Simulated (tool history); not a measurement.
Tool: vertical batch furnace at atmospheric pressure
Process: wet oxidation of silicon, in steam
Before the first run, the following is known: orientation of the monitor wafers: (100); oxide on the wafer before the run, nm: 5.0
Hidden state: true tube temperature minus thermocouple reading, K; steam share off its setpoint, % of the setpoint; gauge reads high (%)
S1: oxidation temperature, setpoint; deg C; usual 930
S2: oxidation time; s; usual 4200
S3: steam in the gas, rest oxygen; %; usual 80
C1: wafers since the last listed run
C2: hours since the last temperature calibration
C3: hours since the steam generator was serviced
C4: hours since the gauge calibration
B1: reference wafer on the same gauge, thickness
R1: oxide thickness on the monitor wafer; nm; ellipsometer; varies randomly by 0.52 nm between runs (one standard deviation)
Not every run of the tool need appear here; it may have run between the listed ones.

Run 1, hour 0: usual settings but S2 4950 s; C1 0; C2 2745.6; C3 3113.8; C4 161.5; B1 239.98. Result: R1 232.91 nm.
Run 2, hour 24.1: usual settings but S2 4950 s; C1 186; C2 2769.7; C3 3137.9; C4 185.6; B1 240.08. Result: R1 233.63 nm.
Run 3, hour 39.1: usual settings; C1 116; C2 2784.7; C3 3152.9; C4 200.6; B1 239.52. Result: R1 204.78 nm.
Run 4, hour 55.1: usual settings; C1 123; C2 2800.7; C3 3168.9; C4 216.6; B1 239.54. Result: R1 203.69 nm.
Run 5, hour 84.8: usual settings; C1 229; C2 2830.4; C3 3198.6; C4 246.3; B1 239.37. Result: R1 203.13 nm.
Run 6, hour 108.2: usual settings; C1 181; C2 2853.8; C3 3222; C4 269.7; B1 239.32. Result: R1 204.02 nm.
Run 7, hour 135.6: usual settings; C1 212; C2 2881.2; C3 3249.4; C4 297.1; B1 239.31. Result: R1 202.8 nm.
Run 8, hour 155.7: usual settings; C1 155; C2 2901.3; C3 3269.5; C4 317.2; B1 239.07. Result: R1 203.27 nm.
Run 9, hour 191.8: usual settings; C1 279; C2 2937.4; C3 3305.6; C4 353.3; B1 239.06. Result: R1 202.73 nm.
At hour 233: thermocouples replaced and temperature profile calibrated.
Run 10, hour 233.5: usual settings but S2 3120 s; C1 136; C2 0.5; C3 3347.3; C4 395; B1 238.68. Result: R1 158.7 nm.
Run 11, hour 238.5: usual settings; C1 38; C2 5.5; C3 3352.3; C4 400; B1 238.7. Result: R1 201.87 nm.
Run 12, hour 245.8: usual settings but S3 70 %; C1 56; C2 12.8; C3 3359.6; C4 407.3; B1 238.64. Result: R1 181.94 nm.
At hour 277.2: steam generator serviced.
At hour 279.2: gauge calibrated.
Run 13, hour 280.7: usual settings but S3 70 %; C1 84; C2 47.7; C3 3.5; C4 1.5; B1 242.61. Result: R1 184.98 nm.
Run 14, hour 297.5: usual settings but S1 907 deg C; C1 130; C2 64.5; C3 20.3; C4 18.3; B1 242. Result: R1 159.94 nm.
Run 15, hour 314: usual settings; C1 127; C2 81; C3 36.8; C4 34.8; B1 241.54. Result: R1 205.34 nm.
Run 16, hour 326.4: usual settings but S3 73 %; C1 95; C2 93.4; C3 49.2; C4 47.2; B1 241.29. Result: R1 190.21 nm.
Run 17, hour 345.6: usual settings but S2 2670 s, S3 73 %; C1 148; C2 112.6; C3 68.4; C4 66.4; B1 240.96. Result: R1 129.2 nm.
Run 18, hour 376.6: usual settings but S2 2310 s, S3 77 %; C1 239; C2 143.6; C3 99.4; C4 97.4; B1 240.62. Result: R1 120.39 nm.
Run 19, hour 392.6: usual settings but S1 939 deg C, S3 72 %; C1 123; C2 159.6; C3 115.4; C4 113.4; B1 240.31. Result: R1 204.94 nm.
Run 20, hour 409: usual settings but S2 2700 s, S3 74 %; C1 126; C2 176; C3 131.8; C4 129.8; B1 240.29. Result: R1 133.05 nm.
Run 21, hour 428.8: usual settings but S1 950 deg C; C1 153; C2 195.8; C3 151.6; C4 149.6; B1 239.58. Result: R1 248.4 nm.

How would selected steps in R1 from run to run divide? Give the signed amount a tool lacking its hidden state would still show from settings, what came in and random variation, and the signed amount left for the hidden state, including any gauge scatter that is not in both of the compared results.
Run 12 -> 13: steam generator serviced, gauge calibrated. R1 +3.04 nm: hidden state +2.79, all else +0.25.
Run 18 -> 19: S1 930 -> 939, S2 2310 -> 4200, S3 77 -> 72. R1 +84.55 nm: hidden state -1.03, all else +85.58.
Run 20 -> 21: S1 930 -> 950, S2 2700 -> 4200, S3 74 -> 80. R1 +115.35 nm: hidden state -1.6, all else +116.95.
